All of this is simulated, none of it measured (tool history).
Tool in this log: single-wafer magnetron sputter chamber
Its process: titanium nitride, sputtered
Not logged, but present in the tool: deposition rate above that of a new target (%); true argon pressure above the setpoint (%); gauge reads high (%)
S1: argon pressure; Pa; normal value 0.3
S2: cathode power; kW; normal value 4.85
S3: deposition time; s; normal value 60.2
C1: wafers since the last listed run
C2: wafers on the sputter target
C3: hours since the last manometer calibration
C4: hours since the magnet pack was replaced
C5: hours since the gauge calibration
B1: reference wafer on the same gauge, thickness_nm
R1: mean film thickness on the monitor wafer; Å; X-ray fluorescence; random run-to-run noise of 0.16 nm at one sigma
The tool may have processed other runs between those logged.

run	day	S1	S2	S3	C1	C2	C3	C4	C5	B1	R1
1	0	0.3	5.4	60.2	0	12571	318.8	12051.4	352	51.99	526.04
2	3.512	0.3	4.85	54.5	1988	14559	403.1	12135.7	436.3	52.069	422.7
# day 6.429: sputter target and shields replaced
3	7.25	0.3	5.25	60.2	1927	464	492.8	12225.4	526	52.05	485.16
4	9.488	0.3	5.25	60.2	1266	1731	546.5	12279.1	579.7	51.974	481.59
5	13.417	0.3	5.25	60.2	2224	3955	640.8	12373.4	674	51.965	478.77
6	16.312	0.3	4.45	60.2	1639	5594	710.3	12442.9	743.5	52.048	402.45
7	18.658	0.3	4.45	60.2	1328	6923	766.6	12499.2	799.8	52.022	400.59
8	22.671	0.3	4.45	60.2	2271	9194	862.9	12595.5	896.1	51.989	400.82
9	25.592	0.387	4.85	60.2	1653	10848	933	12665.6	966.2	52.075	418.31
# day 27.933: capacitance manometer re-zeroed and calibrated
10	28.042	0.387	4.85	60.2	1198	12046	2.6	12724.4	1025	52.01	414.29
11	29.696	0.371	4.85	60.2	936	12983	42.3	12764.1	1064.7	51.996	417.41
# day 31.567: sputter target and shields replaced, repeated, since the last time left the tool worse
12	37.092	0.3	3.8	68.5	3998	3128	219.8	12941.6	1242.2	52.036	429.52
13	41.308	0.3	4.85	60.2	2387	5515	321	13042.8	1343.4	51.972	480.58
14	43.033	0.3	4.85	60.2	976	6492	362.4	13084.2	1384.8	51.986	478.28
# day 45.646: magnet pack replaced
15	49.671	0.3	4.85	60.2	3569	10061	521.7	96.6	1544.1	52.035	475.76
16	52.488	0.188	4.85	60.2	1594	11655	589.3	164.2	1611.7	51.985	498.05
17	55.417	0.3	4.85	60.2	1658	13314	659.6	234.5	1682	52.059	470.16
18	57.721	0.3	4.85	63.5	1304	14618	714.9	289.8	1737.3	52.024	491.28
# day 61.417: sputter target and shields replaced
19	61.612	0.3	4.85	67.4	2014	111	808.3	383.2	1830.7	51.981	545.14
20	63.292	0.34	5.3	71.5	950	1062	848.6	423.5	1871	52.019	621.5
21	67.133	0.359	3.8	60.2	2174	3236	940.8	515.7	1963.2	52.01	371.51
# day 69.996: gauge calibrated
22	71.375	0.238	5.85	54	2401	5638	1042.6	617.5	33.1	52.025	536.99
# day 73.796: capacitance manometer re-zeroed and calibrated
23	74.967	0.224	4.85	63.2	1844	7483	28.1	703.7	119.3	52.045	518.56
24	76.542	0.379	4.85	60.2	891	8374	65.9	741.5	157.1	52.015	462.71
25	79	0.403	4.4	60.2	1391	9766	124.9	800.5	216.1	51.975	408.27
26	81.808	0.269	4.85	60.2	1589	11356	192.3	867.9	283.5	51.97	477.32
# day 85.346: sputter target and shields replaced
27	85.888	0.3	4.35	60.2	2120	305	290.2	965.8	381.4	51.968	438.63
28	88.908	0.198	5.95	52.3	1710	2015	362.7	1038.3	453.9	51.992	540.71
29	92.8	0.3	3.8	55.5	2203	4218	456.1	1131.7	547.3	51.977	349.68
30	95.879	0.217	4.85	71	1743	5962	530	1205.6	621.2	52.007	585.91
31	99.446	0.3	4.85	60.2	2019	7981	615.6	1291.2	706.8	52.028	479.24
32	102.412	0.3	4.85	60.2	1679	9661	686.8	1362.4	778	52.003	473.81
33	104.675	0.195	3.75	51.1	1280	10941	741.1	1416.7	832.3	51.969	326.21

Hidden condition of the tool, last listed run before each entry between runs versus first listed run after:
Logged between run 2 and run 3: sputter target and shields replaced (day 6.429)
  deposition rate above that of a new target (%): -4.44 -> -8.56
  measured less the result without the state, R1: -19.63 -> -45.39 Å
Logged between run 9 and run 10: capacitance manometer re-zeroed and calibrated (day 27.933)
  deposition rate above that of a new target (%): -11.5 -> -11.8
  measured less the result without the state, R1: -54.15 -> -55.69 Å
Logged between run 11 and run 12: sputter target and shields replaced, repeated, since the last time left the tool worse (day 31.567)
  deposition rate above that of a new target (%): -12.1 -> -1.19
  measured less the result without the state, R1: -57.51 -> -5.18 Å
Logged between run 14 and run 15: magnet pack replaced (day 45.646)
  deposition rate above that of a new target (%): -2.13 -> -3.18
  measured less the result without the state, R1: -10.42 -> -15.63 Å
Logged between run 18 and run 19: sputter target and shields replaced (day 61.417)
  deposition rate above that of a new target (%): -4.46 -> -0.359
  measured less the result without the state, R1: -22.91 -> -1.97 Å
Logged between run 21 and run 22: gauge calibrated (day 69.996)
  deposition rate above that of a new target (%): -1.23 -> -1.91
  measured less the result without the state, R1: -4.64 -> -10.43 Å
Logged between run 22 and run 23: capacitance manometer re-zeroed and calibrated (day 73.796)
  deposition rate above that of a new target (%): -1.91 -> -2.47
  measured less the result without the state, R1: -10.43 -> -13.16 Å
Logged between run 26 and run 27: sputter target and shields replaced (day 85.346)
  deposition rate above that of a new target (%): -3.56 -> -0.469
  measured less the result without the state, R1: -17.6 -> -2.07 Å
